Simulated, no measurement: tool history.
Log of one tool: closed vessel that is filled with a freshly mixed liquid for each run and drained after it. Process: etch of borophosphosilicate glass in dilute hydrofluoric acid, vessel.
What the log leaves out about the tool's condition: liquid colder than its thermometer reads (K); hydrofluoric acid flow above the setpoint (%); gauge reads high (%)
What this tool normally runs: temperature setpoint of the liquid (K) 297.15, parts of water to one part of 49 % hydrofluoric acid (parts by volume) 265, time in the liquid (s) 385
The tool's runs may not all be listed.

run,hour,temperature setpoint of the liquid (K),parts of water to one part of 49 % hydrofluoric acid (parts by volume),time in the liquid (s),wafers since the last listed run,hours since the thermometer was replaced,hours since the hydrofluoric acid flow meter was replaced,hours since the gauge calibration,"read-back film thickness of the borophosphosilicate glass reference wafer, read on the same gauge (nm)",thickness taken off the borophosphosilicate glass on a monitor wafer (Å)
1,0.0,297.15,265,240,0,282.9,143.9,272.2,60.00,281.5
2,18.4,297.15,265,240,1671,301.3,162.3,290.6,60.00,280.1
3,43.0,297.15,265,240,2234,325.9,186.9,315.2,60.03,279.5
4,73.7,297.15,265,385,2788,356.6,217.6,345.9,60.03,450.4
5,95.1,297.15,265,385,1943,378.0,239.0,367.3,60.00,443.1
6,118.1,297.15,265,385,2088,401.0,262.0,390.3,59.98,443.7
7,132.5,297.15,265,385,1307,415.4,276.4,404.7,60.02,438.7
8,159.7,297.15,265,385,2470,442.6,303.6,431.9,59.98,437.7
9,189.7,297.15,265,385,2724,472.6,333.6,461.9,59.99,438.5
10,204.3,297.15,265,285,1326,487.2,348.2,476.5,60.05,323.7
# hour 212.8: gauge calibrated
11,234.8,299.65,265,385,2770,517.7,378.7,22.0,60.02,476.8
12,253.0,297.15,265,385,1653,535.9,396.9,40.2,59.98,429.9
13,279.8,293.65,265,385,2434,562.7,423.7,67.0,60.05,382.3
14,304.5,297.15,265,385,2243,587.4,448.4,91.7,60.01,426.3
# hour 336.1: hydrofluoric acid flow meter replaced
# hour 337.0: thermometer replaced
15,337.5,299.65,265,385,2825,0.5,1.4,124.7,59.99,504.5
16,348.3,300.65,315,315,980,11.3,12.2,135.5,60.03,341.3
17,373.4,292.65,355,155,2279,36.4,37.3,160.6,60.03,110.5
18,393.9,301.15,225,385,1861,56.9,57.8,181.1,59.99,652.9
19,420.6,297.15,265,385,2425,83.6,84.5,207.8,60.00,460.3
20,441.7,299.15,265,170,1916,104.7,105.6,228.9,60.04,219.1

State the hidden condition of the tool at each of the runs:
hydrofluoric acid flow above the setpoint (%): 0, the same for each run
gauge reads high (%): 0, the same for each run
H1: liquid colder than its thermometer reads (K)
run,H1
1,1.29
2,1.36
3,1.45
4,1.56
5,1.64
6,1.72
7,1.77
8,1.87
9,1.98
10,2.03
11,2.14
12,2.21
13,2.31
14,2.4
15,0.296
16,0.335
17,0.426
18,0.5
19,0.596
20,0.673
